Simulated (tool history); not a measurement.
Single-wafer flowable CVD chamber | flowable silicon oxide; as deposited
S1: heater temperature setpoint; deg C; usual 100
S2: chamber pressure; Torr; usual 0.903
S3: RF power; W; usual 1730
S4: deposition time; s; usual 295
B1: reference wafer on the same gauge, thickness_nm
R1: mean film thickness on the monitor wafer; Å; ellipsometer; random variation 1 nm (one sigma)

| run | hour | S1 | S2 | S3 | S4 | B1 | R1 |
|---|---|---|---|---|---|---|---|
| 1 | 0 | 100 | 0.903 | 1730 | 295 | 182.209 | 1839.91 |
|  | 45.2 | thermocouple changed; heater temperature recalibrated |
| 2 | 148.9 | 93 | 0.903 | 1730 | 295 | 181.988 | 2232.95 |
| 3 | 173.8 | 93 | 0.903 | 1730 | 295 | 181.991 | 2235.42 |
| 4 | 242.4 | 93 | 0.903 | 1730 | 295 | 182.534 | 2245.67 |
|  | 299.8 | capacitance manometer re-zeroed and calibrated |
| 5 | 306.9 | 100 | 0.903 | 1730 | 295 | 182.408 | 1831.96 |
|  | 372.4 | RF generator calibrated |
| 6 | 414 | 100 | 0.903 | 1730 | 295 | 181.898 | 1833.81 |
|  | 426.2 | showerhead replaced |
| 7 | 468.5 | 100 | 0.903 | 1730 | 295 | 182.19 | 1825.34 |
|  | 487.4 | gauge calibrated |
| 8 | 517 | 100 | 0.903 | 1730 | 295 | 182.256 | 1817.63 |
| 9 | 574.2 | 100 | 0.719 | 1730 | 326 | 181.631 | 1576.82 |
| 10 | 635.9 | 88 | 0.903 | 1730 | 295 | 181.678 | 2614.37 |
| 11 | 671.1 | 109 | 0.903 | 1730 | 295 | 182.011 | 1406.94 |
| 12 | 761.5 | 95 | 0.769 | 1495 | 340 | 182.394 | 1974.42 |
| 13 | 816.6 | 92 | 0.982 | 1730 | 338 | 181.506 | 2883.76 |
| 14 | 999.1 | 100 | 0.903 | 1730 | 295 | 182.524 | 1822.7 |
| 15 | 1051.5 | 100 | 0.999 | 1900 | 295 | 182.084 | 2080.38 |
| 16 | 1094.6 | 100 | 0.903 | 1910 | 248 | 181.448 | 1576.81 |
| 17 | 1165.7 | 113 | 0.712 | 1500 | 327 | 182.356 | 1041.21 |
|  | 1236.4 | thermocouple changed; heater temperature recalibrated |
| 18 | 1372.8 | 113 | 0.903 | 2025 | 352 | 182.048 | 1559.25 |
| 19 | 1406.6 | 100 | 0.903 | 1730 | 295 | 181.772 | 1831.04 |
| 20 | 1453.4 | 100 | 0.808 | 1520 | 295 | 182.046 | 1574.5 |
| 21 | 1481.6 | 115 | 1.057 | 1965 | 275 | 182.512 | 1341.79 |
| 22 | 1531.6 | 100 | 1.005 | 1490 | 295 | 182.385 | 1920.68 |
| 23 | 1588.7 | 100 | 0.903 | 1730 | 295 | 181.48 | 1798.56 |
| 24 | 1617.5 | 100 | 0.903 | 1730 | 295 | 181.946 | 1829.91 |
| 25 | 1644.7 | 100 | 0.903 | 1730 | 252 | 182.172 | 1549.44 |
|  | 1686.5 | capacitance manometer re-zeroed and calibrated |
| 26 | 1711.8 | 86 | 0.903 | 1730 | 295 | 181.792 | 2734.18 |
| 27 | 1747 | 113 | 0.712 | 1500 | 327 | 182.443 | 1035.43 |

The tool's hidden state at each run:
wafer temperature above the value expected at the setpoint (K): 0 in every run
delivered RF power above the setpoint (%): 0 in every run
true pressure above the setpoint (%): 0 in every run
gauge reads high (%): 0 in every run
